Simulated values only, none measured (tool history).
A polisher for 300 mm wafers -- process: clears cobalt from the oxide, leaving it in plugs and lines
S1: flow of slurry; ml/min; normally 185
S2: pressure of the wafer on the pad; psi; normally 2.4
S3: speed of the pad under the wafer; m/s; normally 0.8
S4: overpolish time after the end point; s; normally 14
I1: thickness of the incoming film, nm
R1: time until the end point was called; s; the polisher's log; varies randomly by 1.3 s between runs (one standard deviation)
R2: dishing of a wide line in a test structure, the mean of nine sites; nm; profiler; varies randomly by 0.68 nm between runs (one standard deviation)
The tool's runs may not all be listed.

| run | day | S1 | S2 | S3 | S4 | I1 | R1 | R2 |
|---|---|---|---|---|---|---|---|---|
| 1 | 0 | 185 | 2.4 | 0.68 | 14 | 386.9 | 95 | 36.8 |
|  | 4.421 | slurry nozzle cleaned |
| 2 | 4.433 | 185 | 2.4 | 0.8 | 14 | 390.4 | 80.2 | 40.1 |
| 3 | 7.7 | 185 | 2.4 | 0.8 | 14 | 388.6 | 83.4 | 40.6 |
| 4 | 11.212 | 185 | 2.4 | 0.8 | 14 | 390.8 | 83.3 | 38.2 |
|  | 11.408 | worn pad replaced by a new one |
| 5 | 15.208 | 185 | 2.4 | 0.8 | 14 | 385.5 | 77.1 | 39.4 |
|  | 17.546 | head pressure recalibrated |
|  | 26.283 | worn pad replaced by a new one |
| 6 | 27.696 | 185 | 2.4 | 1.02 | 18 | 389.8 | 67.6 | 49.5 |
|  | 30.546 | slurry nozzle cleaned |
| 7 | 31.542 | 185 | 2.4 | 1.02 | 18 | 386.6 | 60.4 | 50.9 |
| 8 | 35.812 | 185 | 2.4 | 1.02 | 18 | 388.2 | 64.7 | 50.1 |
| 9 | 37.767 | 215 | 2.4 | 1 | 14 | 395.5 | 66.8 | 44.4 |
|  | 41.004 | worn pad replaced by a new one |
| 10 | 41.617 | 245 | 3.1 | 1.04 | 8 | 386.3 | 43.2 | 41.7 |
|  | 41.983 | head pressure recalibrated |
| 11 | 46.079 | 215 | 2.4 | 1 | 14 | 394 | 67.4 | 43.8 |
| 12 | 48.5 | 155 | 2.8 | 0.62 | 7 | 394.6 | 99.7 | 21.2 |
|  | 54.225 | worn pad replaced by a new one |
|  | 55.742 | slurry nozzle cleaned |
| 13 | 56.271 | 235 | 1.8 | 0.8 | 14 | 382.6 | 97.6 | 34.6 |
| 14 | 60.429 | 185 | 2.7 | 1.02 | 14 | 390.1 | 57.1 | 48.6 |
| 15 | 66.192 | 185 | 2 | 0.8 | 6 | 386.7 | 99.8 | 18.7 |
|  | 68.812 | worn pad replaced by a new one |
|  | 69.196 | head pressure recalibrated |
| 16 | 73.821 | 185 | 2.4 | 0.6 | 14 | 386.6 | 117.3 | 32.7 |

4 ways to go on from here, each from the tool as it stands after run 16. What would each give?
| A | 73.838 | 130 | 2.4 | 0.8 | 14 | 384.5 | ? | ? |
| B | 73.838 | 155 | 2.4 | 0.8 | 14 | 384.5 | ? | ? |
| C | 73.838 | 185 | 2.4 | 0.8 | 8 | 384.5 | ? | ? |
| D | 73.838 | 240 | 2.4 | 0.8 | 14 | 384.5 | ? | ? |

| run | R1 | R2 |
|---|---|---|
| A | 92.3 | 37.1 |
| B | 87.6 | 38.3 |
| C | 83.8 | 27.2 |
| D | 79.7 | 40.4 |
With the hidden condition removed and each run's random variation left untouched, the same runs would have given:
| run | R1 | R2 |
|---|---|---|
| A | 76.1 | 41.4 |
| B | 73.3 | 42.3 |
| C | 71.1 | 30.6 |
| D | 68.7 | 43.7 |

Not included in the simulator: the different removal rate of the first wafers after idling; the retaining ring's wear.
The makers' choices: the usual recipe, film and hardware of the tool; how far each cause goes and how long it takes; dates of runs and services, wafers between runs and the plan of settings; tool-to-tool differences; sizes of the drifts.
